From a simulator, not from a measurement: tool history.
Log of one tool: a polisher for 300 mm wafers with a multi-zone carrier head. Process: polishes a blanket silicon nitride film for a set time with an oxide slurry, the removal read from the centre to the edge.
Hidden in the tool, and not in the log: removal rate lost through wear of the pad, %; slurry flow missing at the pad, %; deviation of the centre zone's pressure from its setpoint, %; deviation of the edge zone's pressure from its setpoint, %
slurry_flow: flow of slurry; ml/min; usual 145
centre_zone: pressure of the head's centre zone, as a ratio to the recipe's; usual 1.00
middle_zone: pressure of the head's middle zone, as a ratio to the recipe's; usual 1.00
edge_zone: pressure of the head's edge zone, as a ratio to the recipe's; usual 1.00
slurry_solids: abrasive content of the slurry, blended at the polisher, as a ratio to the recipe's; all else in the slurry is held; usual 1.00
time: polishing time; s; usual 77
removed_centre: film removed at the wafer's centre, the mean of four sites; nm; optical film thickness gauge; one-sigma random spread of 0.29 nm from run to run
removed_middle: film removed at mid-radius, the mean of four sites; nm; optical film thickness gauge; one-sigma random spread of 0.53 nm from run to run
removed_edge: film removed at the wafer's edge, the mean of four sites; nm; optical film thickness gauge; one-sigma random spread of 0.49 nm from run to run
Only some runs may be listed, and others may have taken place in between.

run,hour,slurry_flow,centre_zone,middle_zone,edge_zone,slurry_solids,time,wafers since the last listed run,wafers polished on this pad,hours since the slurry nozzle was cleaned,hours since the centre zone pressure was calibrated,hours since the edge zone pressure was calibrated,hours since the carrier head's membrane was replaced,"incoming thickness of the incoming film, nm",removed_centre,removed_middle,removed_edge
1,0.0,190,0.93,1.00,1.00,1.25,77,0,347,211.0,210.0,98.7,631.1,353.2,38.7,40.7,38.7
# hour 14.7: carrier head's membrane replaced by a new one
2,15.2,145,0.89,0.91,1.09,1.00,77,99,446,226.2,225.2,113.9,0.5,354.8,33.9,34.5,37.8
3,29.9,145,1.00,1.00,1.00,1.00,77,142,589,240.9,239.9,128.6,15.2,351.5,38.3,36.9,35.2
4,45.9,145,1.00,1.00,1.00,1.00,77,155,744,256.9,255.9,144.6,31.2,355.3,38.3,37.3,35.0
5,61.5,125,1.00,1.00,1.00,1.10,102,151,896,272.5,271.5,160.2,46.8,350.8,50.7,49.9,46.7
6,76.7,170,0.95,1.00,1.00,1.00,77,147,1043,287.7,286.7,175.4,62.0,356.6,38.0,36.7,36.0
7,90.0,145,1.00,1.00,1.00,1.00,98,129,1173,301.0,300.0,188.7,75.3,342.4,50.3,46.9,43.8
# hour 95.1: worn pad replaced by a new one
8,101.6,145,1.09,1.00,0.90,1.00,77,73,63,312.6,311.6,200.3,86.9,350.7,44.8,38.0,34.7
9,112.2,145,0.96,1.00,1.00,0.75,77,102,166,323.2,322.2,210.9,97.5,352.4,36.7,35.7,33.3
10,125.6,145,0.97,1.04,1.00,1.00,57,130,296,336.6,335.6,224.3,110.9,350.9,29.2,28.9,27.2
# hour 130.0: centre zone pressure recalibrated
# hour 131.5: slurry nozzle cleaned
11,174.9,160,1.12,1.00,1.08,0.90,77,449,745,43.4,44.9,273.6,160.2,355.1,40.9,36.2,35.9
12,186.6,145,1.00,1.00,1.00,1.00,54,113,859,55.1,56.6,285.3,171.9,348.4,25.6,25.8,24.5
13,195.0,145,1.00,1.00,1.00,1.00,77,81,941,63.5,65.0,293.7,180.3,350.7,36.7,36.3,35.6
14,202.1,145,1.00,1.00,1.00,1.00,77,68,1009,70.6,72.1,300.8,187.4,348.8,37.4,36.1,35.4
# hour 212.2: worn pad replaced by a new one
15,213.3,145,1.00,1.00,1.00,1.00,77,69,10,81.8,83.3,312.0,198.6,351.2,39.0,38.8,36.9
16,223.0,145,1.00,1.05,1.00,1.00,90,94,104,91.5,93.0,321.7,208.3,356.7,44.6,46.8,43.3
17,231.1,145,1.04,1.04,0.92,1.00,77,78,183,99.6,101.1,329.8,216.4,349.2,39.2,38.4,35.1
18,241.7,145,0.89,1.00,1.00,1.00,77,102,286,110.2,111.7,340.4,227.0,352.5,33.9,36.8,35.7
19,249.5,145,1.00,0.92,0.91,0.80,77,75,362,118.0,119.5,348.2,234.8,349.8,35.9,33.4,32.3
20,264.7,145,1.11,1.04,1.00,1.15,77,147,509,133.2,134.7,363.4,250.0,353.9,43.2,40.1,37.2
21,273.8,145,1.00,1.00,1.00,1.00,66,88,597,142.3,143.8,372.5,259.1,350.4,32.5,32.4,30.3
22,280.1,190,1.10,1.00,1.05,1.00,85,61,659,148.6,150.1,378.8,265.4,346.6,47.8,42.2,40.4
23,295.1,145,1.00,1.00,1.08,1.00,77,145,804,163.6,165.1,393.8,280.4,348.0,37.8,37.8,36.3

Forecast each of these 3 alternatives for the next run:
A,295.5,145,1.00,1.00,1.00,1.00,77,3,808,164.0,165.5,394.2,280.8,347.9,?,?,?
B,295.5,145,0.89,1.00,1.06,1.30,66,3,808,164.0,165.5,394.2,280.8,347.9,?,?,?
C,295.5,120,0.89,0.92,1.00,1.15,77,3,808,164.0,165.5,394.2,280.8,347.9,?,?,?

run,removed_centre,removed_middle,removed_edge
A,37.5,35.8,35.2
B,30.5,32.7,33.1
C,33.4,33.6,35.7
Stripped of hidden state, with their random variation kept, the same runs would have yielded:
run,removed_centre,removed_middle,removed_edge
A,38.3,37.5,36.9
B,31.2,34.3,34.7
C,34.1,35.2,37.4

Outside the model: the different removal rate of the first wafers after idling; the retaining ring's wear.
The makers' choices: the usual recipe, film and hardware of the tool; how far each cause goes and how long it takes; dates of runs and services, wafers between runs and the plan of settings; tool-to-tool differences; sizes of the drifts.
